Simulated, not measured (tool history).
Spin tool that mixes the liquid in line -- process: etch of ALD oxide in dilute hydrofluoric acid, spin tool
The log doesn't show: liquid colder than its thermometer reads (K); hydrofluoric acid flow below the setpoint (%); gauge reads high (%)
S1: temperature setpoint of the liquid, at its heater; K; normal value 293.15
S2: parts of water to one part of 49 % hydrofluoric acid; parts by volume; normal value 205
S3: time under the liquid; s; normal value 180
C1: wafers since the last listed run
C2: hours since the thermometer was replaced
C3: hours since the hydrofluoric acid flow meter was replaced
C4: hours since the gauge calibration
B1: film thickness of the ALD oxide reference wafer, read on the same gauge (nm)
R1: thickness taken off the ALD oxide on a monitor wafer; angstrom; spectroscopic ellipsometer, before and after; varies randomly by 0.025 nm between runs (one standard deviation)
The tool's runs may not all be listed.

run	day	S1	S2	S3	C1	C2	C3	C4	B1	R1
1	0	293.15	205	180	0	1427.2	456.7	130.3	110.65	66.5
2	1.229	293.15	205	180	260	1456.7	486.2	159.8	110.8	66.6
3	2.692	293.15	205	180	309	1491.8	521.3	194.9	110.96	66.3
4	3.688	293.15	205	180	210	1515.7	545.2	218.8	111.05	66.4
5	4.354	293.15	205	180	141	1531.7	561.2	234.8	111.11	66.4
6	5.45	293.15	205	180	232	1558	587.5	261.1	111.23	66.6
7	6.392	293.15	125	150	199	1580.6	610.1	283.7	111.35	98.9
8	7.55	293.15	205	180	245	1608.4	637.9	311.5	111.47	66.8
9	8.996	293.15	205	180	306	1643.1	672.6	346.2	111.62	66.8
10	9.6	293.15	205	115	128	1657.6	687.1	360.7	111.72	42.8
# day 9.917: gauge calibrated
11	10.621	293.15	205	180	216	1682.1	711.6	16.9	110.23	66.1
12	11.346	293.15	205	95	153	1699.5	729	34.3	110.3	34.9
# day 12.192: hydrofluoric acid flow meter replaced
13	12.604	293.15	150	180	257	1729.7	9.9	64.5	110.43	95.5
# day 13.2: thermometer replaced
14	13.446	295.65	130	250	169	5.9	30.1	84.7	110.53	171.9
15	14.5	295.15	295	180	223	31.2	55.4	110	110.65	45.3
16	15.162	293.15	205	180	140	47.1	71.3	125.9	110.7	66.1
17	16.175	293.15	205	180	214	71.4	95.6	150.2	110.79	66.6
18	16.962	290.65	205	180	166	90.3	114.5	169.1	110.87	59.9
19	17.712	296.15	205	180	158	108.3	132.5	187.1	110.96	74.1
20	18.488	293.15	125	240	164	126.9	151.1	205.7	111.07	157.3
21	19.092	293.15	205	180	128	141.4	165.6	220.2	111.07	66.2
22	20.129	291.65	170	180	219	166.3	190.5	245.1	111.22	78
23	21.283	293.15	205	180	244	194	218.2	272.8	111.35	66.2
24	22.646	290.65	140	180	288	226.7	250.9	305.5	111.52	94
25	23.654	293.15	205	180	213	250.9	275.1	329.7	111.55	66.3
26	24.717	290.15	205	270	225	276.4	300.6	355.2	111.73	88.9

How the hidden state differs across the entries between the runs, from the last listed run before each to the first after it:
Logged between run 10 and run 11: gauge calibrated (day 9.917)
  gauge reads high (%): 1.53 -> 0.2
  what was measured, less what the result would be without the hidden state, R1: +0.6 -> +0.1 angstrom
Logged between run 12 and run 13: hydrofluoric acid flow meter replaced (day 12.192)
  gauge reads high (%): 0.27 -> 0.391
  what was measured, less what the result would be without the hidden state, R1: +0.1 -> +0.4 angstrom
Logged between run 13 and run 14: thermometer replaced (day 13.2)
  gauge reads high (%): 0.391 -> 0.471
  what was measured, less what the result would be without the hidden state, R1: +0.4 -> +0.8 angstrom
